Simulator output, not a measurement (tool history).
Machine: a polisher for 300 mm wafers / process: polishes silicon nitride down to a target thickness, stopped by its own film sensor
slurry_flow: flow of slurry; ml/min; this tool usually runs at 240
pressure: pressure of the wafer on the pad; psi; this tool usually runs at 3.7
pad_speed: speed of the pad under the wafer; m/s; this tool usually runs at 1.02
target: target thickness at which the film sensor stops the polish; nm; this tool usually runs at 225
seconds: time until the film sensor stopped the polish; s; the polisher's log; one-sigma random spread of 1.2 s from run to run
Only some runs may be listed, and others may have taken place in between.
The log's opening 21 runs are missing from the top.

run	hour	slurry_flow	pressure	pad_speed	target	incoming thickness of the incoming film, nm	seconds
22	961.6	305	2.7	0.72	199	357.2	207.2
23	1029	240	3.7	1.02	195	357.7	123.8
24	1062.3	275	3.1	0.86	239	358.7	124.4
25	1120.2	175	3.7	0.86	179	359.8	165
26	1164.2	240	3.7	1.2	259	359.1	69.4
# hour 1190.9: worn pad replaced by a new one
# hour 1193.6: slurry nozzle cleaned
27	1212.1	215	4.2	1.02	194	358.4	118
# hour 1221.1: head pressure recalibrated
28	1248.7	195	3.7	1.38	225	359.3	75.9
29	1313.6	240	4.7	1.02	225	365.8	80
30	1382.6	240	3.7	1.02	225	357.1	96.7
31	1420	240	2.9	1.02	225	365.5	128.6
32	1467.3	240	4.8	1.02	225	365.6	81.3
33	1508.8	240	3.7	1.02	225	357.5	99.5
# hour 1535.4: worn pad replaced by a new one
34	1643.6	285	2.7	0.9	266	360.2	105
35	1711.1	295	3.7	1.24	225	359.7	87.2
36	1755.7	240	3.7	1.02	225	359.6	103.7

5 ways to go on from here, each from the tool as it stands after run 36. What would each give?
A	1756.2	240	3.7	1.02	225	357.7	?
B	1756.2	240	2.5	1.02	194	357.7	?
C	1756.2	295	3.7	1.02	186	357.7	?
D	1756.2	195	3	0.72	271	357.7	?
E	1756.2	190	3.2	1.28	243	357.7	?

run	seconds
A	102.6
B	181.5
C	130.5
D	109.8
E	86.6
Take away the tool's hidden state, keep each run's random variation, and the runs would have read:
run	seconds
A	93.2
B	164.7
C	118.4
D	99.6
E	78.6
